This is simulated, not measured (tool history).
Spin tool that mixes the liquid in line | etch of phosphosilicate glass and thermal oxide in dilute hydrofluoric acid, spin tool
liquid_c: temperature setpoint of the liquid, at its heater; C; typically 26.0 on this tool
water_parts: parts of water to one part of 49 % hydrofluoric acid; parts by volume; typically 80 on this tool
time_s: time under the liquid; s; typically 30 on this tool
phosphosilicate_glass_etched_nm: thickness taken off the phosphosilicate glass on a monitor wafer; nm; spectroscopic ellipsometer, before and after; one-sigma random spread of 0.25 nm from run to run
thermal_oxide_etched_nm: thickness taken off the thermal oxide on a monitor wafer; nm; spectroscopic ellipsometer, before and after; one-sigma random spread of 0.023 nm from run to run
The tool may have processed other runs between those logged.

run,day,liquid_c,water_parts,time_s,"read-back film thickness of the phosphosilicate glass reference wafer, read on the same gauge (nm)","read-back film thickness of the thermal oxide reference wafer, read on the same gauge (nm)",phosphosilicate_glass_etched_nm,thermal_oxide_etched_nm
1,0.000,26.0,80,30,110.02,29.996,38.27,1.868
2,3.796,26.0,80,30,109.97,30.003,38.42,1.865
# day 11.458: thermometer replaced
3,11.904,26.0,80,30,110.01,29.993,36.81,1.818
4,14.762,26.0,80,30,110.01,30.008,36.54,1.785
5,17.038,26.0,80,30,109.99,29.989,36.90,1.831
6,19.408,26.0,80,30,110.02,30.003,36.52,1.833
7,21.846,26.0,80,30,110.01,30.009,36.64,1.819
8,23.600,26.0,80,30,110.00,29.980,36.65,1.826
9,26.654,24.5,95,30,109.97,29.986,28.52,1.434
# day 28.225: gauge calibrated
10,30.538,26.0,100,30,110.00,29.999,28.79,1.435
11,32.900,23.0,110,20,109.95,29.986,15.24,0.771
12,37.079,24.5,45,15,110.02,29.994,32.54,1.621
13,40.221,26.0,80,30,110.00,30.031,36.95,1.828
14,41.783,29.5,80,30,109.98,30.010,42.29,2.086
15,43.596,28.5,60,20,110.00,30.015,37.85,1.874
16,49.854,26.0,80,45,110.01,29.997,56.33,2.770
17,54.008,21.5,95,15,109.99,30.011,12.80,0.650
# day 56.971: hydrofluoric acid flow meter replaced
18,57.196,26.0,80,30,110.01,30.012,37.61,1.866
19,61.483,31.0,80,45,110.04,30.017,67.74,3.439
20,64.471,26.0,55,30,110.00,30.003,57.19,2.841
21,67.612,31.0,80,45,110.03,30.028,68.32,3.431

Estimate the outcome of run 22 from the log above:
22,69.929,29.5,80,40,?,?,?,?

Run 22 yielded read-back film thickness of the phosphosilicate glass reference wafer, read on the same gauge (nm) 109.99, read-back film thickness of the thermal oxide reference wafer, read on the same gauge (nm) 30.026, phosphosilicate_glass_etched_nm 57.20 nm, thermal_oxide_etched_nm 2.839 nm.
The same run, on a tool lacking any hidden state, would have yielded phosphosilicate_glass_etched_nm 55.63 nm, thermal_oxide_etched_nm 2.761 nm.
